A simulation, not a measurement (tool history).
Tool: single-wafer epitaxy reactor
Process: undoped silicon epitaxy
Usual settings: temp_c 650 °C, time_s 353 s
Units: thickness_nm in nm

| run | hour | temp_c | time_s | read-back reference wafer on the same gauge, thickness_nm | thickness_nm |
|---|---|---|---|---|---|
| 1 | 0 | 653 | 353 | 66.471 | 59.993 |
| 2 | 73.1 | 656 | 353 | 66.495 | 63.809 |
| 3 | 374.9 | 656 | 353 | 66.354 | 64.296 |
| 4 | 438.6 | 656 | 353 | 66.32 | 63.716 |
| 5 | 544.4 | 650 | 353 | 66.404 | 56.467 |
| 6 | 631.9 | 650 | 353 | 66.4 | 56.362 |
| 7 | 679.1 | 657 | 384 | 66.3 | 71.293 |
|  | 701.8 | pyrometer calibrated |
| 8 | 728.2 | 657 | 384 | 66.379 | 69.686 |
| 9 | 834.8 | 657 | 384 | 66.412 | 69.796 |
| 10 | 885.8 | 650 | 353 | 66.419 | 55.642 |
| 11 | 940.9 | 650 | 353 | 66.424 | 55.79 |
| 12 | 1001.2 | 650 | 353 | 66.324 | 55.574 |
|  | 1011.7 | gauge calibrated |
| 13 | 1105.6 | 650 | 399 | 66.449 | 62.937 |
| 14 | 1150.7 | 650 | 385 | 66.383 | 60.58 |
| 15 | 1200.8 | 650 | 353 | 66.48 | 55.623 |
| 16 | 1264.3 | 650 | 331 | 66.402 | 52.383 |
| 17 | 1361 | 650 | 292 | 66.373 | 46.301 |
| 18 | 1566.8 | 650 | 353 | 66.428 | 55.854 |
| 19 | 1672.2 | 650 | 353 | 66.459 | 56.19 |
| 20 | 1729.4 | 642 | 328 | 66.429 | 44.085 |
| 21 | 1766.6 | 650 | 353 | 66.311 | 56.137 |
| 22 | 1850.2 | 643 | 353 | 66.44 | 48.332 |
| 23 | 1893.1 | 650 | 353 | 66.514 | 56.198 |
| 24 | 1995 | 637 | 353 | 66.461 | 42.417 |
| 25 | 2102.2 | 641 | 299 | 66.522 | 39.27 |

The tool's hidden state at each run:
gauge reads high (%): 0 in every run
H1: wafer temperature above the value expected at the setpoint (K)
| run | H1 |
|---|---|
| 1 | 0.804 |
| 2 | 0.817 |
| 3 | 0.858 |
| 4 | 0.865 |
| 5 | 0.876 |
| 6 | 0.884 |
| 7 | 0.888 |
| 8 | -0.0294 |
| 9 | 0.0759 |
| 10 | 0.122 |
| 11 | 0.169 |
| 12 | 0.218 |
| 13 | 0.294 |
| 14 | 0.325 |
| 15 | 0.357 |
| 16 | 0.395 |
| 17 | 0.449 |
| 18 | 0.545 |
| 19 | 0.587 |
| 20 | 0.608 |
| 21 | 0.621 |
| 22 | 0.648 |
| 23 | 0.66 |
| 24 | 0.689 |
| 25 | 0.715 |

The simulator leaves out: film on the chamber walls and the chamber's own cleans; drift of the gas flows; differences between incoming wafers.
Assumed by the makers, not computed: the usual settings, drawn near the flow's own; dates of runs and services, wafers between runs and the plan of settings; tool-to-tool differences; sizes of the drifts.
